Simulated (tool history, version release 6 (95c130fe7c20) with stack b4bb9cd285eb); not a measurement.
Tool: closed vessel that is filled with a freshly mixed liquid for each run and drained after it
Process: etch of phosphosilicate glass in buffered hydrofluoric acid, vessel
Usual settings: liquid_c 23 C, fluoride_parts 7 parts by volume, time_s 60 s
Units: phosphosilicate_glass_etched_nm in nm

run,day,liquid_c,fluoride_parts,time_s,"read-back film thickness of the phosphosilicate glass reference wafer, read on the same gauge (nm)",phosphosilicate_glass_etched_nm
1,0,22,7,60,90.02,316.83
# day 0.533: thermometer replaced
2,0.617,21,5,60,90,433.55
# day 0.992: gauge calibrated
3,1.358,21,5,60,90.01,431.73
4,2.05,23,7,60,89.98,366.32
5,2.638,23,7,60,90.01,362.1
6,3.379,23,7,60,90.01,363
7,3.975,23,7,60,89.96,361.83
8,4.254,23,7,60,90.03,363.91
9,4.558,23,7,60,90.02,362.03
10,4.938,23,7,60,90.01,361.24
11,5.367,26,10,60,90.03,302.53
12,5.829,19.5,5,35,89.99,232.87
13,6.3,27.5,6,40,90.01,350.48
14,6.621,23,8.5,75,90.03,367.67
15,7.129,23,7,60,90.04,362.78
16,7.462,23,7,60,89.98,360.57
# day 7.558: hydrofluoric acid flow meter replaced
17,7.888,26.5,5.5,75,89.99,670.62
18,8.229,23,7,60,89.98,358.12
19,8.75,21,5,35,90.01,249.82
20,9.188,20,5.5,80,90,502.84
21,9.588,23,7,45,89.97,270.32
22,9.954,25.5,7,60,90,411.36
23,10.383,23,7,60,90,360.65
24,11.05,24.5,7,80,90,522.78
25,11.458,23,5,50,90,400.01
26,11.712,23,5,85,90.01,682.52
27,12.308,18.5,5,75,90,465.62
28,12.904,27.5,8,60,89.97,399.13
29,13.475,23,7,60,89.99,358.93
30,13.804,23,10,70,90.01,299.32
31,14.483,21.5,7,70,89.97,384.93
32,14.929,25.5,8.5,60,90.01,329.4

The tool's hidden state at each run:
hydrofluoric acid flow below the setpoint (%): 0 in every run
gauge reads high (%): 0 in every run
H1: liquid colder than its thermometer reads (K)
run,H1
1,1.74
2,0.134
3,0.149
4,0.164
5,0.175
6,0.191
7,0.203
8,0.208
9,0.215
10,0.222
11,0.231
12,0.24
13,0.25
14,0.256
15,0.267
16,0.274
17,0.282
18,0.289
19,0.3
20,0.309
21,0.317
22,0.324
23,0.333
24,0.346
25,0.355
26,0.36
27,0.372
28,0.384
29,0.396
30,0.402
31,0.416
32,0.425
